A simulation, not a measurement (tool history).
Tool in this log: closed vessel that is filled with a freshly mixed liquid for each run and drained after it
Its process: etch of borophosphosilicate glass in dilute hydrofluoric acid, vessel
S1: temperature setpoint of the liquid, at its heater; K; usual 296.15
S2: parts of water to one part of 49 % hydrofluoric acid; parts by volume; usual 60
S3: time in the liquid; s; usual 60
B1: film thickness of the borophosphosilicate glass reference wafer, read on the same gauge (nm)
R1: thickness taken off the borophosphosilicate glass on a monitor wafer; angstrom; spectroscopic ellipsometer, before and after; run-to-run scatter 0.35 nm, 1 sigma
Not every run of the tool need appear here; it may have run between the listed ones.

{"run": 1, "hour": 0.0, "S1": 293.15, "S2": 60, "S3": 60, "B1": 139.24, "R1": 359.4}
{"run": 2, "hour": 50.1, "S1": 293.15, "S2": 60, "S3": 60, "B1": 138.5, "R1": 361.9}
{"run": 3, "hour": 96.1, "S1": 293.15, "S2": 60, "S3": 60, "B1": 137.98, "R1": 357.7}
{"run": 4, "hour": 139.5, "S1": 296.15, "S2": 80, "S3": 60, "B1": 137.48, "R1": 297.9}
{"run": 5, "hour": 177.5, "S1": 296.15, "S2": 80, "S3": 60, "B1": 137.1, "R1": 295.0}
{"run": 6, "hour": 280.9, "S1": 296.15, "S2": 80, "S3": 60, "B1": 136.37, "R1": 290.4}
{"run": 7, "hour": 366.1, "S1": 296.15, "S2": 60, "S3": 75, "B1": 135.91, "R1": 497.1}
{"run": 8, "hour": 402.2, "S1": 296.15, "S2": 60, "S3": 75, "B1": 135.73, "R1": 501.4}
{"run": 9, "hour": 499.6, "S1": 296.15, "S2": 60, "S3": 75, "B1": 135.38, "R1": 489.3}
{"hour": 546.6, "done": "hydrofluoric acid flow meter replaced"}
{"run": 10, "hour": 547.4, "S1": 296.15, "S2": 75, "S3": 60, "B1": 135.22, "R1": 319.1}
{"run": 11, "hour": 624.6, "S1": 296.15, "S2": 75, "S3": 60, "B1": 135.08, "R1": 312.3}
{"run": 12, "hour": 694.5, "S1": 296.15, "S2": 75, "S3": 60, "B1": 134.92, "R1": 309.9}
{"hour": 746.5, "done": "thermometer replaced"}
{"run": 13, "hour": 763.2, "S1": 293.65, "S2": 35, "S3": 75, "B1": 134.87, "R1": 788.6}
{"hour": 803.6, "done": "gauge calibrated"}
{"run": 14, "hour": 846.7, "S1": 294.15, "S2": 30, "S3": 35, "B1": 139.74, "R1": 465.7}
{"run": 15, "hour": 910.4, "S1": 299.65, "S2": 90, "S3": 30, "B1": 138.88, "R1": 150.7}
{"run": 16, "hour": 949.6, "S1": 296.15, "S2": 60, "S3": 60, "B1": 138.37, "R1": 405.4}
{"run": 17, "hour": 999.9, "S1": 291.15, "S2": 70, "S3": 50, "B1": 137.92, "R1": 231.8}
{"run": 18, "hour": 1075.8, "S1": 291.65, "S2": 60, "S3": 80, "B1": 137.32, "R1": 444.2}
{"run": 19, "hour": 1121.0, "S1": 293.65, "S2": 75, "S3": 50, "B1": 136.97, "R1": 238.3}
{"hour": 1169.2, "done": "hydrofluoric acid flow meter replaced"}
{"run": 20, "hour": 1223.4, "S1": 296.15, "S2": 80, "S3": 60, "B1": 136.42, "R1": 292.6}
{"run": 21, "hour": 1281.1, "S1": 296.15, "S2": 60, "S3": 45, "B1": 136.25, "R1": 301.7}
{"run": 22, "hour": 1354.5, "S1": 296.15, "S2": 35, "S3": 40, "B1": 135.98, "R1": 472.1}
{"run": 23, "hour": 1461.2, "S1": 296.15, "S2": 80, "S3": 60, "B1": 135.74, "R1": 293.7}
{"run": 24, "hour": 1512.0, "S1": 292.65, "S2": 60, "S3": 75, "B1": 135.66, "R1": 435.4}
{"run": 25, "hour": 1553.3, "S1": 296.15, "S2": 60, "S3": 40, "B1": 135.58, "R1": 265.7}

Per-run results on a tool with no hidden state, each run keeping its own random variation:
What the log doesn't record here: liquid hotter than its thermometer reads (K); hydrofluoric acid flow below the setpoint (%); gauge reads high (%).
run=1 R1=361.4
run=2 R1=365.8
run=3 R1=363.0
run=4 R1=303.3
run=5 R1=301.2
run=6 R1=298.1
run=7 R1=512.1
run=8 R1=517.2
run=9 R1=506.0
run=10 R1=330.3
run=11 R1=323.7
run=12 R1=321.5
run=13 R1=818.6
run=14 R1=466.5
run=15 R1=152.0
run=16 R1=410.1
run=17 R1=235.3
run=18 R1=453.0
run=19 R1=243.6
run=20 R1=300.2
run=21 R1=310.0
run=22 R1=486.0
run=23 R1=302.9
run=24 R1=449.3
run=25 R1=274.3

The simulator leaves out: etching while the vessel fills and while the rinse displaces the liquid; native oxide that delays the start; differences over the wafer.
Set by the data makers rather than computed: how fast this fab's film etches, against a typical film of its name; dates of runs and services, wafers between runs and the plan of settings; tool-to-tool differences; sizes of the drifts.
